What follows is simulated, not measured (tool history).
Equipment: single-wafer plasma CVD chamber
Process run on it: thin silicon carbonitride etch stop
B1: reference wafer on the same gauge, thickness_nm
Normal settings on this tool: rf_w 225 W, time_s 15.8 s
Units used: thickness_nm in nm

run 1 hour=0.0 | rf_w=225 time_s=15.8 | B1=9.321 | thickness_nm=8.724
run 2 hour=48.4 | rf_w=225 time_s=15.8 | B1=9.308 | thickness_nm=8.786
run 3 hour=68.3 | rf_w=225 time_s=15.8 | B1=9.318 | thickness_nm=8.736
run 4 hour=85.2 | rf_w=225 time_s=16.9 | B1=9.312 | thickness_nm=9.411
run 5 hour=99.8 | rf_w=225 time_s=14.3 | B1=9.323 | thickness_nm=7.924
run 6 hour=121.8 | rf_w=225 time_s=14.3 | B1=9.303 | thickness_nm=7.939
run 7 hour=149.5 | rf_w=225 time_s=14.3 | B1=9.318 | thickness_nm=7.934
run 8 hour=179.5 | rf_w=225 time_s=15.8 | B1=9.301 | thickness_nm=8.769
run 9 hour=204.4 | rf_w=225 time_s=15.8 | B1=9.309 | thickness_nm=8.771
run 10 hour=230.1 | rf_w=225 time_s=15.8 | B1=9.321 | thickness_nm=8.760
run 11 hour=254.6 | rf_w=200 time_s=13.9 | B1=9.319 | thickness_nm=7.361
run 12 hour=279.7 | rf_w=200 time_s=13.9 | B1=9.304 | thickness_nm=7.366
run 13 hour=293.8 | rf_w=225 time_s=15.8 | B1=9.302 | thickness_nm=8.771
run 14 hour=320.1 | rf_w=270 time_s=17.3 | B1=9.307 | thickness_nm=10.218
run 15 hour=425.4 | rf_w=225 time_s=15.8 | B1=9.310 | thickness_nm=8.704
run 16 hour=449.1 | rf_w=225 time_s=15.8 | B1=9.313 | thickness_nm=8.748
run 17 hour=471.4 | rf_w=210 time_s=15.8 | B1=9.323 | thickness_nm=8.561
run 18 hour=488.2 | rf_w=185 time_s=15.8 | B1=9.323 | thickness_nm=8.132
run 19 hour=503.0 | rf_w=245 time_s=18.9 | B1=9.300 | thickness_nm=10.749
run 20 hour=538.1 | rf_w=225 time_s=15.8 | B1=9.294 | thickness_nm=8.798
run 21 hour=556.3 | rf_w=185 time_s=18.3 | B1=9.315 | thickness_nm=9.731
run 22 hour=582.2 | rf_w=225 time_s=17.9 | B1=9.302 | thickness_nm=10.215
run 23 hour=594.9 | rf_w=265 time_s=14.2 | B1=9.311 | thickness_nm=8.628
run 24 hour=629.4 | rf_w=265 time_s=14.4 | B1=9.311 | thickness_nm=8.675
run 25 hour=722.8 | rf_w=195 time_s=17.1 | B1=9.305 | thickness_nm=9.193
run 26 hour=758.2 | rf_w=180 time_s=13.0 | B1=9.308 | thickness_nm=6.766
run 27 hour=778.0 | rf_w=210 time_s=14.4 | B1=9.309 | thickness_nm=7.983

Removed from this log: 5 entries logged between the listed runs. Between which two listed runs does each belong, and how does the tool's hidden state at the listed run before it compare with that at the listed run after it?
Run 1 -> run 2: gauge calibrated (hour 31.9)
  delivered RF power above the setpoint (%): -7.99 -> -8.06
  the result without the hidden state subtracted from the measured one, thickness_nm: -0.270 -> -0.275 nm
Run 10 -> run 11: thermocouple changed; heater temperature recalibrated (hour 254.1)
  delivered RF power above the setpoint (%): -8.28 -> -8.31
  the result without the hidden state subtracted from the measured one, thickness_nm: -0.282 -> -0.238 nm
Run 14 -> run 15: showerhead replaced (hour 415.5)
  delivered RF power above the setpoint (%): -8.37 -> -8.45
  the result without the hidden state subtracted from the measured one, thickness_nm: -0.332 -> -0.286 nm
Run 18 -> run 19: gauge calibrated (hour 489.7)
  delivered RF power above the setpoint (%): -8.49 -> -8.5
  the result without the hidden state subtracted from the measured one, thickness_nm: -0.268 -> -0.356 nm
Run 20 -> run 21: RF generator calibrated (hour 555.7)
  delivered RF power above the setpoint (%): -8.52 -> -0.169
  the result without the hidden state subtracted from the measured one, thickness_nm: -0.292 -> -0.006 nm

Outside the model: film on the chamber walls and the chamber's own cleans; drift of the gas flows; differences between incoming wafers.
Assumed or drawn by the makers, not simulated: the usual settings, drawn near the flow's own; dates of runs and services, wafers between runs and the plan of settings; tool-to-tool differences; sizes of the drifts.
